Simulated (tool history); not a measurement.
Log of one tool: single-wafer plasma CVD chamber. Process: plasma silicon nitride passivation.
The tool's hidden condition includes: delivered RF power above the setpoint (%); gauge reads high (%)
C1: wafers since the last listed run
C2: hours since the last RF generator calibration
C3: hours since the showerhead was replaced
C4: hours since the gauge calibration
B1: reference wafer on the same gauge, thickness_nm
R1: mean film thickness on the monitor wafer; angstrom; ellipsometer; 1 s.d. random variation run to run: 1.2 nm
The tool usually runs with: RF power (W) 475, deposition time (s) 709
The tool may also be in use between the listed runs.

Run 1, day 0.000: usual settings but RF power (W) 520; C1 0; C2 1212.8; C3 4453.5; C4 196.9; B1 680.068. Result: R1 8073.44 angstrom.
Run 2, day 0.929: usual settings but RF power (W) 520; C1 42; C2 1235.1; C3 4475.8; C4 219.2; B1 679.891. Result: R1 8043.30 angstrom.
At day 1.054: gauge calibrated.
Run 3, day 1.508: usual settings; C1 26; C2 1249.0; C3 4489.7; C4 10.9; B1 680.105. Result: R1 7832.72 angstrom.
Run 4, day 2.367: usual settings; C1 39; C2 1269.6; C3 4510.3; C4 31.5; B1 679.806. Result: R1 7827.31 angstrom.
Run 5, day 3.812: usual settings but deposition time (s) 807; C1 66; C2 1304.3; C3 4545.0; C4 66.2; B1 679.887. Result: R1 8914.68 angstrom.
Run 6, day 5.188: usual settings but RF power (W) 420; C1 63; C2 1337.3; C3 4578.0; C4 99.2; B1 679.811. Result: R1 7542.06 angstrom.
Run 7, day 6.033: usual settings but RF power (W) 420; C1 38; C2 1357.6; C3 4598.3; C4 119.5; B1 680.041. Result: R1 7537.93 angstrom.
Run 8, day 7.021: usual settings; C1 45; C2 1381.3; C3 4622.0; C4 143.2; B1 679.804. Result: R1 7838.53 angstrom.
Run 9, day 7.988: usual settings; C1 44; C2 1404.5; C3 4645.2; C4 166.4; B1 679.803. Result: R1 7827.90 angstrom.
At day 9.504: showerhead replaced.
Run 10, day 9.525: usual settings; C1 55; C2 1441.4; C3 0.5; C4 203.3; B1 680.119. Result: R1 7824.34 angstrom.
At day 10.171: gauge calibrated.
Run 11, day 10.350: usual settings but RF power (W) 390, deposition time (s) 668; C1 37; C2 1461.2; C3 20.3; C4 4.3; B1 680.221. Result: R1 6943.12 angstrom.
Run 12, day 11.792: usual settings; C1 66; C2 1495.8; C3 54.9; C4 38.9; B1 679.961. Result: R1 7797.94 angstrom.
Run 13, day 12.650: usual settings but RF power (W) 550, deposition time (s) 575; C1 39; C2 1516.4; C3 75.5; C4 59.5; B1 680.054. Result: R1 6648.61 angstrom.
At day 13.883: RF generator calibrated.
Run 14, day 13.904: usual settings but RF power (W) 545, deposition time (s) 758; C1 42; C2 0.5; C3 105.6; C4 89.6; B1 679.978. Result: R1 8972.13 angstrom.
Run 15, day 14.962: usual settings but deposition time (s) 823; C1 48; C2 25.9; C3 131.0; C4 115.0; B1 680.143. Result: R1 9325.63 angstrom.
Run 16, day 16.033: usual settings but RF power (W) 550, deposition time (s) 829; C1 49; C2 51.6; C3 156.7; C4 140.7; B1 679.882. Result: R1 9815.24 angstrom.
Run 17, day 17.271: usual settings but RF power (W) 390, deposition time (s) 587; C1 56; C2 81.3; C3 186.4; C4 170.4; B1 680.228. Result: R1 6227.44 angstrom.
Run 18, day 18.221: usual settings; C1 43; C2 104.1; C3 209.2; C4 193.2; B1 679.990. Result: R1 7989.75 angstrom.
Run 19, day 19.496: usual settings but RF power (W) 410, deposition time (s) 823; C1 58; C2 134.7; C3 239.8; C4 223.8; B1 680.117. Result: R1 8869.90 angstrom.

Results for each run, recomputed without the tool's hidden state and with each run's random variation untouched:
run       R1
  1  8284.76
  2  8254.84
  3  8039.31
  4  8034.61
  5  9152.34
  6  7744.31
  7  7740.75
  8  8050.25
  9  8040.09
 10  8037.56
 11  7132.84
 12  8011.97
 13  6831.56
 14  8983.46
 15  9348.55
 16  9850.75
 17  6257.95
 18  8036.40
 19  8932.41
